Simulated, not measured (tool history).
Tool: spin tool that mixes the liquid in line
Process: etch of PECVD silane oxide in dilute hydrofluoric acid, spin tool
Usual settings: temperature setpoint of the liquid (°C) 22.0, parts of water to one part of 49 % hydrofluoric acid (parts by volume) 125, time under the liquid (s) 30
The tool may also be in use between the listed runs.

run,hour,temperature setpoint of the liquid (°C),parts of water to one part of 49 % hydrofluoric acid (parts by volume),time under the liquid (s),"read-back film thickness of the PECVD silane oxide reference wafer, read on the same gauge (nm)",thickness taken off the PECVD silane oxide on a monitor wafer (angstrom)
1,0.0,25.5,125,30,130.01,116.0
2,126.1,25.5,125,30,130.02,115.0
3,169.7,22.0,125,30,130.02,100.8
4,207.8,22.0,125,30,130.00,100.9
5,233.4,22.0,125,30,130.00,101.1
6,291.8,20.5,125,30,130.01,94.8
7,337.9,20.5,125,30,129.99,96.0
8,474.4,22.0,125,30,130.00,100.5
9,623.0,22.0,125,30,129.98,100.8
10,653.7,22.0,125,30,130.00,100.7
11,715.0,22.0,125,30,129.99,100.8
12,747.1,22.0,125,30,130.01,100.5
13,792.4,22.0,125,30,129.97,100.4
14,947.7,22.0,125,30,130.00,100.4
15,982.8,22.0,125,30,130.00,100.6
16,1018.3,22.0,125,30,130.01,102.0
17,1087.8,22.0,125,20,129.99,67.3
# hour 1137.7: hydrofluoric acid flow meter replaced
18,1139.1,22.0,125,15,130.01,50.8
# hour 1178.7: gauge calibrated
19,1202.5,22.0,80,30,129.99,165.9
# hour 1211.1: thermometer replaced
20,1254.0,22.0,125,30,129.98,101.4
21,1314.3,18.0,125,45,130.00,128.7
22,1372.7,22.0,125,30,130.01,100.3
23,1568.3,24.5,170,40,129.99,103.6
24,1595.6,22.0,110,30,130.01,116.1
25,1663.7,17.5,125,25,130.00,69.9
26,1732.9,19.0,180,20,130.00,39.2
27,1804.2,19.0,125,15,130.03,44.9
28,1850.6,22.0,125,30,129.99,101.5
29,1912.1,20.5,155,50,129.99,122.3
30,1979.8,22.0,95,20,129.99,91.9
31,2019.5,22.0,125,30,130.00,100.9
32,2089.4,24.5,175,30,130.00,75.3
33,2124.5,17.5,80,20,130.01,91.9
34,2177.9,22.0,125,30,129.98,100.5

The tool's hidden state at each run:
liquid colder than its thermometer reads (K): 0 in every run
hydrofluoric acid flow above the setpoint (%): 0 in every run
gauge reads high (%): 0 in every run
